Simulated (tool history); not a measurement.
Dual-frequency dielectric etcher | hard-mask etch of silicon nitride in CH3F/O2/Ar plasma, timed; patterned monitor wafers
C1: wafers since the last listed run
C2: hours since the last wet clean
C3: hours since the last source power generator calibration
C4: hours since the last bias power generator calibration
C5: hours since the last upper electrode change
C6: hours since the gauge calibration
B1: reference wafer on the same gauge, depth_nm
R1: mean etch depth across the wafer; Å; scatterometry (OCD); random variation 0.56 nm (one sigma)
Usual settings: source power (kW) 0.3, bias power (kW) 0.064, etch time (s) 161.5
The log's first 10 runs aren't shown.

run 11 hour=490.7 | source_power_(kW)=0.3 bias_power_(kW)=0.064 etch_time_(s)=161.5 | C1=569 C2=442 C3=165.9 C4=4897.7 C5=4515.1 C6=470.5 | B1=117.1 | R1=1033
run 12 hour=527.1 | source_power_(kW)=0.36 bias_power_(kW)=0.064 etch_time_(s)=161.5 | C1=300 C2=478.4 C3=202.3 C4=4934.1 C5=4551.5 C6=506.9 | B1=116.9 | R1=1155
run 13 hour=568.6 | source_power_(kW)=0.3 bias_power_(kW)=0.064 etch_time_(s)=161.5 | C1=342 C2=519.9 C3=243.8 C4=4975.6 C5=4593 C6=548.4 | B1=117.1 | R1=1023
run 14 hour=603.3 | source_power_(kW)=0.27 bias_power_(kW)=0.064 etch_time_(s)=196.5 | C1=286 C2=554.6 C3=278.5 C4=5010.3 C5=4627.7 C6=583.1 | B1=117.1 | R1=1174
-- hour=644.6 bias power generator calibrated
run 15 hour=656.3 | source_power_(kW)=0.3 bias_power_(kW)=0.064 etch_time_(s)=161.5 | C1=404 C2=607.6 C3=331.5 C4=11.7 C5=4680.7 C6=636.1 | B1=116.9 | R1=1036
run 16 hour=703.4 | source_power_(kW)=0.34 bias_power_(kW)=0.051 etch_time_(s)=179.5 | C1=388 C2=654.7 C3=378.6 C4=58.8 C5=4727.8 C6=683.2 | B1=116.9 | R1=1083
-- hour=763.5 wet clean of the chamber
run 17 hour=768 | source_power_(kW)=0.3 bias_power_(kW)=0.049 etch_time_(s)=161.5 | C1=334 C2=4.5 C3=443.2 C4=123.4 C5=4792.4 C6=747.8 | B1=117 | R1=889
-- hour=827.6 upper electrode replaced
run 18 hour=828.1 | source_power_(kW)=0.3 bias_power_(kW)=0.064 etch_time_(s)=161.5 | C1=297 C2=64.6 C3=503.3 C4=183.5 C5=0.5 C6=807.9 | B1=117 | R1=1038
run 19 hour=848.8 | source_power_(kW)=0.3 bias_power_(kW)=0.074 etch_time_(s)=117 | C1=170 C2=85.3 C3=524 C4=204.2 C5=21.2 C6=828.6 | B1=116.9 | R1=811

Run 20 comes next. What will it give?
run 20 hour=1035.7 | source_power_(kW)=0.23 bias_power_(kW)=0.05 etch_time_(s)=127 | C1=1541 C2=272.2 C3=710.9 C4=391.1 C5=208.1 C6=1015.5 | B1=? | R1=?

B1: 116.9
R1: 588 Å
Without the tool's hidden state the same run would have given R1 588 Å.

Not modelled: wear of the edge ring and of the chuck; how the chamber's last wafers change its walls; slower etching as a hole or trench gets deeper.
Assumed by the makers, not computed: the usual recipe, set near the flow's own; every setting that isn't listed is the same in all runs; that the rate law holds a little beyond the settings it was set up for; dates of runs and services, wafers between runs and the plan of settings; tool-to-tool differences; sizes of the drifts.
